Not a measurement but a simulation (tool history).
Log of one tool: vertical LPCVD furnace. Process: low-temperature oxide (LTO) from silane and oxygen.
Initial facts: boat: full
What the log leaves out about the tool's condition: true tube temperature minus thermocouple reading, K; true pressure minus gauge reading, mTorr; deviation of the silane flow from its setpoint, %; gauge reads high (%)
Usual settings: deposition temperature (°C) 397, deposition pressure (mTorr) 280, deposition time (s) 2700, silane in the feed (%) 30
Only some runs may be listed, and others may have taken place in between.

run    hour  deposition temperature (°C)  deposition pressure (mTorr)  deposition time (s)  silane in the feed (%)  wafers since the last listed run  hours since the last temperature calibration  hours since the pressure gauge was zeroed  hours since the silane flow controller was replaced  hours since the gauge calibration  read-back reference wafer on the same gauge, thickness  film thickness on the monitor wafer in the middle of the boat (nm)
  1       0                          397                          280                 2700                      26                                 0                                           921                                     3520.4                                               2010.1                             1191.1                                                  306.98                                                              269.19
  2   140.2                          397                          280                 2700                      26                              1788                                        1061.2                                     3660.6                                               2150.3                             1331.3                                                  306.86                                                              269.89
  3   237.7                          397                          280                 2700                      26                              1243                                        1158.7                                     3758.1                                               2247.8                             1428.8                                                  307.22                                                              270.08
      293.7  -- pressure gauge zeroed
  4   330.3                          397                          280                 2700                      30                               874                                        1251.3                                       36.6                                               2340.4                             1521.4                                                  306.98                                                              334.36
  5   411.1                          397                          280                 2700                      30                              1030                                        1332.1                                      117.4                                               2421.2                             1602.2                                                  306.84                                                              334.69
  6   467.4                          400                          280                 2700                      30                               718                                        1388.4                                      173.7                                               2477.5                             1658.5                                                     307                                                              349.09
  7   547.6                          400                          280                 2700                      30                              1022                                        1468.6                                      253.9                                               2557.7                             1738.7                                                  306.96                                                                 348
  8   600.3                          400                          280                 2700                      30                               672                                        1521.3                                      306.6                                               2610.4                             1791.4                                                  306.98                                                              346.03
  9   655.2                          397                          280                 2700                      30                               700                                        1576.2                                      361.5                                               2665.3                             1846.3                                                  307.08                                                              334.38
 10   728.4                          397                          280                 2700                      30                               933                                        1649.4                                      434.7                                               2738.5                             1919.5                                                  307.01                                                              335.11
 11   808.1                          397                          280                 2700                      30                              1016                                        1729.1                                      514.4                                               2818.2                             1999.2                                                  306.92                                                              335.33
 12   849.4                          397                          280                 3240                      30                               526                                        1770.4                                      555.7                                               2859.5                             2040.5                                                  306.99                                                              403.61
      877.1  -- gauge calibrated
 13   898.3                          390                          340                 2700                      26                               623                                        1819.3                                      604.6                                               2908.4                               21.2                                                  307.07                                                              300.21
 14   952.2                          389                          280                 2700                      30                               687                                        1873.2                                      658.5                                               2962.3                               75.1                                                  307.06                                                              303.88
 15  1023.4                          408                          325                 1770                      30                               908                                        1944.4                                      729.7                                               3033.5                              146.3                                                  307.05                                                              291.33
 16  1078.6                          386                          335                 2280                      35                               704                                        1999.6                                      784.9                                               3088.7                              201.5                                                  306.83                                                               370.9
 17  1126.7                          406                          235                 3180                      32                               613                                        2047.7                                        833                                               3136.8                              249.6                                                  306.98                                                              404.37
 18  1223.2                          397                          210                 2700                      33                              1230                                        2144.2                                      929.5                                               3233.3                              346.1                                                  307.05                                                              288.13
 19  1301.7                          397                          235                 2700                      30                              1001                                        2222.7                                       1008                                               3311.8                              424.6                                                  307.09                                                              281.68
     1446.3  -- silane flow controller replaced
 20  1620.5                          397                          280                 2700                      30                              3760                                        2541.5                                     1326.8                                                174.2                              743.4                                                  307.03                                                               334.8
 21  1697.7                          409                          335                 1890                      33                               984                                        2618.7                                       1404                                                251.4                              820.6                                                  307.06                                                              370.16
       1725  -- thermocouples replaced and temperature profile calibrated
 22  1738.2                          408                          245                 2370                      28                               210                                          13.2                                     1444.5                                                291.9                              861.1                                                  306.97                                                              265.53
 23  1782.5                          389                          225                 2310                      33                               565                                          57.5                                     1488.8                                                336.2                              905.4                                                     307                                                              240.54
 24  1831.4                          397                          225                 2700                      30                               623                                         106.4                                     1537.7                                                385.1                              954.3                                                  306.84                                                              269.48
 25  1876.1                          386                          320                 1890                      34                               570                                         151.1                                     1582.4                                                429.8                                999                                                  306.97                                                              280.71
 26  1925.9                          386                          280                 2700                      30                               635                                         200.9                                     1632.2                                                479.6                             1048.8                                                  306.92                                                              292.57
 27  2141.8                          389                          225                 2310                      33                              2753                                         416.8                                     1848.1                                                695.5                             1264.7                                                  306.84                                                              240.04
 28  2182.5                          397                          280                 3120                      30                               519                                         457.5                                     1888.8                                                736.2                             1305.4                                                   306.9                                                                 388
 29  2248.1                          397                          345                 2700                      26                               836                                         523.1                                     1954.4                                                801.8                               1371                                                  306.96                                                              331.64
 30  2292.1                          397                          280                 2700                      30                               561                                         567.1                                     1998.4                                                845.8                               1415                                                   306.9                                                              337.51
 31  2376.4                          397                          280                 2700                      30                              1075                                         651.4                                     2082.7                                                930.1                             1499.3                                                  306.94                                                              336.99

4 ways to go on from here, each from the tool as it stands after run 31. What would each give?
  A  2380.9                          397                          280                 2700                      30                                57                                         655.9                                     2087.2                                                934.6                             1503.8                                                       ?                                                                   ?
  B  2380.9                          397                          260                 2700                      30                                57                                         655.9                                     2087.2                                                934.6                             1503.8                                                       ?                                                                   ?
  C  2380.9                          397                          235                 2700                      27                                57                                         655.9                                     2087.2                                                934.6                             1503.8                                                       ?                                                                   ?
  D  2380.9                          397                          255                 3420                      30                                57                                         655.9                                     2087.2                                                934.6                             1503.8                                                       ?                                                                   ?

run  read-back reference wafer on the same gauge, thickness  film thickness on the monitor wafer in the middle of the boat (nm)
  A                                                  307.07                                                               336.3
  B                                                  307.07                                                              312.28
  C                                                  307.07                                                              240.85
  D                                                  307.07                                                              387.94
Had the tool no hidden state, the same runs would have come out as:
run  film thickness on the monitor wafer in the middle of the boat (nm)
  A                                                               336.3
  B                                                              312.28
  C                                                              240.85
  D                                                              387.94
